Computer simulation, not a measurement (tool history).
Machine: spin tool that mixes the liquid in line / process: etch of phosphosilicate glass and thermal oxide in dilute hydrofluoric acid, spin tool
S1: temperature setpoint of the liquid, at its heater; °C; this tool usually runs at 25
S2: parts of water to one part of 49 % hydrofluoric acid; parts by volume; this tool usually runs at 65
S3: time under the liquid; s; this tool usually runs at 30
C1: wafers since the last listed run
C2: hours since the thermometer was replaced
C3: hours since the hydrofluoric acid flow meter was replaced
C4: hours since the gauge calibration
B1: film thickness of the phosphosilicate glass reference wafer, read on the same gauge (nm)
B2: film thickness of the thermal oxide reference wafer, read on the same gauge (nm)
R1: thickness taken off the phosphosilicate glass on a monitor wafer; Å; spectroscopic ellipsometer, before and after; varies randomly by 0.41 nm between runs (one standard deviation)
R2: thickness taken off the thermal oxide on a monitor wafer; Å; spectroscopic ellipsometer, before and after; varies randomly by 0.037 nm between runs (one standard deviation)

run	hour	S1	S2	S3	C1	C2	C3	C4	B1	B2	R1	R2
1	0	25	65	30	0	512.7	150.7	1630.8	30.02	120.009	750	24.53
2	74.6	25	65	30	715	587.3	225.3	1705.4	29.99	119.996	746.5	24.78
3	294.5	25	65	30	2109	807.2	445.2	1925.3	29.99	119.991	721.5	24.49
4	364.8	25	65	30	674	877.5	515.5	1995.6	30.01	120.006	719.9	24.25
5	567.2	25	60	30	1942	1079.9	717.9	2198	30.01	119.995	774.9	26.32
6	632.2	25	65	30	623	1144.9	782.9	2263	29.99	119.994	705.1	23.46
7	718.6	25	65	30	829	1231.3	869.3	2349.4	30.01	120.002	703.8	23.62
# hour 733.5: hydrofluoric acid flow meter replaced
8	807.2	25	65	30	840	1319.9	73.7	2438	30.01	119.991	730.6	24.48
9	863.1	25	65	30	536	1375.8	129.6	2493.9	30.01	119.986	730.4	24.35
10	901.5	25	55	30	368	1414.2	168	2532.3	30	119.996	875.2	29.62
11	1158.4	25	65	30	2464	1671.1	424.9	2789.2	30.01	119.993	709.8	23.74
# hour 1216.2: gauge calibrated
12	1257.8	25	65	30	953	1770.5	524.3	41.6	30.02	120.015	700.2	23.19
# hour 1326.1: thermometer replaced
13	1349.7	30	85	30	872	23.6	616.2	133.5	30	120.012	671.2	22.3
14	1386.8	29.5	90	25	355	60.7	653.3	170.6	30.01	120.002	513.5	16.86
15	1457.1	25	75	50	674	131	723.6	240.9	29.98	120.008	1052.3	35
16	1536.5	30	65	50	761	210.4	803	320.3	30.01	120.011	1472.2	49.24
17	1649.5	29	40	30	1084	323.4	916	433.3	30	119.996	1434.1	47.88
# hour 1727.1: hydrofluoric acid flow meter replaced
18	1744	25	65	30	897	417.9	16.9	527.8	30.03	119.993	759.9	25.71
19	1808.9	28.5	40	30	622	482.8	81.8	592.7	30.01	120.004	1456.8	48.5
20	1852.7	22.5	65	40	420	526.6	125.6	636.5	30	120.018	897.1	30
21	1922.2	26.5	80	25	666	596.1	195.1	706	30	120.006	520.8	18.15
22	2001.4	20	65	40	759	675.3	274.3	785.2	29.99	120.008	805.9	27.21
23	2059.2	29	80	40	554	733.1	332.1	843	30.01	119.991	906.7	30.37
24	2142.4	25	65	30	798	816.3	415.3	926.2	30.01	120.013	724.6	25.13
25	2201.4	27.5	40	20	566	875.3	474.3	985.2	29.97	119.982	902.9	30.36

Some steps in R1 between neighbouring runs. How much of each would the tool show without its hidden state too (settings, what came in, random variation), and how much is left for the hidden state, with any gauge scatter that isn't in both results?
Hidden state at play: liquid colder than its thermometer reads (K); hydrofluoric acid flow below the setpoint (%); gauge reads high (%).
Run 12 -> 13: S1 25 -> 30, S2 65 -> 85, thermometer replaced. R1 -29 Å: hidden state +41.5, all else -70.5.
Run 17 -> 18: S1 29 -> 25, S2 40 -> 65, hydrofluoric acid flow meter replaced. R1 -674.2 Å: hidden state +83.7, all else -757.9.
Run 18 -> 19: S1 25 -> 28.5, S2 65 -> 40. R1 +696.9 Å: hidden state -21.7, all else +718.6.

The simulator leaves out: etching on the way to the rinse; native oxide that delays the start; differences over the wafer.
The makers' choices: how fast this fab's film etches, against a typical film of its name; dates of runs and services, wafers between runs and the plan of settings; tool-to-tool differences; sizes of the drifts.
